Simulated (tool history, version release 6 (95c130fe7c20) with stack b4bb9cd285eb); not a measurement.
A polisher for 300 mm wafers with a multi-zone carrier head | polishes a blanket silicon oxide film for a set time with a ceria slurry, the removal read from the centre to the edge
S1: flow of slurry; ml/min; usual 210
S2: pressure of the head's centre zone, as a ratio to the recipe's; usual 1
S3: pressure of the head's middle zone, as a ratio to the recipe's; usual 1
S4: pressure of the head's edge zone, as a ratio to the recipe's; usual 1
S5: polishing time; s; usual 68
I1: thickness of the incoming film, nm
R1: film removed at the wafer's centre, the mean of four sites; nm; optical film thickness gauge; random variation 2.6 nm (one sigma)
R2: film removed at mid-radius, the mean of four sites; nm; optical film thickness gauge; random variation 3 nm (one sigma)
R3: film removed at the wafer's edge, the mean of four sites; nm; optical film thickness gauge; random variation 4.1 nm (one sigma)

run	hour	S1	S2	S3	S4	S5	I1	R1	R2	R3
1	0	210	1	1	1	68	1944.6	277.8	285.4	298.9
2	10.2	210	1	1	1	68	1895.7	284.2	288.9	295.2
# hour 21.8: slurry nozzle cleaned
3	27.5	210	1	1	1	68	1886.1	274.4	292.7	290.3
4	44.5	165	1.08	0.9	1	58	1886.9	240.2	224.4	246
# hour 54: worn pad replaced by a new one
# hour 58.9: edge zone pressure recalibrated
5	59.4	210	1	1	1	82	1922	333.8	352.2	359
6	69.2	235	0.96	1	1	68	1912.7	273.1	296.3	297.8
7	78.2	210	1	1	1	68	1901.5	276	290.5	295.2
8	90.2	210	1	1	1	68	1899.3	275.2	293.6	300.2
# hour 114.1: carrier head's membrane replaced by a new one
9	142.3	210	1	0.89	1	68	1895.4	276.2	273.9	297.5
10	159.9	260	1.06	1	1	68	1930.6	294.7	299.6	301.7
# hour 167.1: worn pad replaced by a new one
11	167.7	210	1	1	1	68	1944.3	270.8	287.9	296.2
12	178.9	240	1	1	1	68	1882.9	274.8	294.8	294.2
13	192.2	210	1	1	1	68	1928.4	268.3	291.6	294.4
14	206.5	210	1	1.06	1.12	68	1896.3	267.6	303.3	308.8
15	216	210	0.91	0.94	1	47	1888.3	173.7	195.7	202.5
16	228.4	210	1	1.09	1	68	1874.3	266.8	306.4	288.6
17	237.2	210	1	1	1	68	1903.6	267.1	292.5	298.8
18	248.8	140	1	1.07	1	68	1901.4	250.2	277	276.3
19	262.7	210	1	1	1	85	1888.5	338.5	360.3	373.3
# hour 275.2: worn pad replaced by a new one
20	277.3	210	1	1	1.05	68	1876.4	268.6	290.8	296.6
21	287.1	210	1.09	1.11	1.1	68	1887.3	292.8	310.1	306.3
22	300.8	210	1.06	1.08	1	60	1888.8	251.4	268.4	252.4

The same runs without the tool's hidden state, with the same run-to-run variation:
The hidden state here: removal rate lost through wear of the pad, %; slurry flow missing at the pad, %; deviation of the centre zone's pressure from its setpoint, %; deviation of the edge zone's pressure from its setpoint, %.
run	R1
1	281.4
2	288.5
3	279.5
4	245.4
5	341.9
6	280.3
7	283.6
8	283.4
9	286.7
10	306.7
11	282.1
12	286.7
13	280.5
14	280.3
15	182.3
16	280.3
17	280.9
18	263.5
19	357.1
20	283.8
21	309.6
22	266.3
R2: within 0.1 nm of the measured result in every run.
R3: as measured in every run.
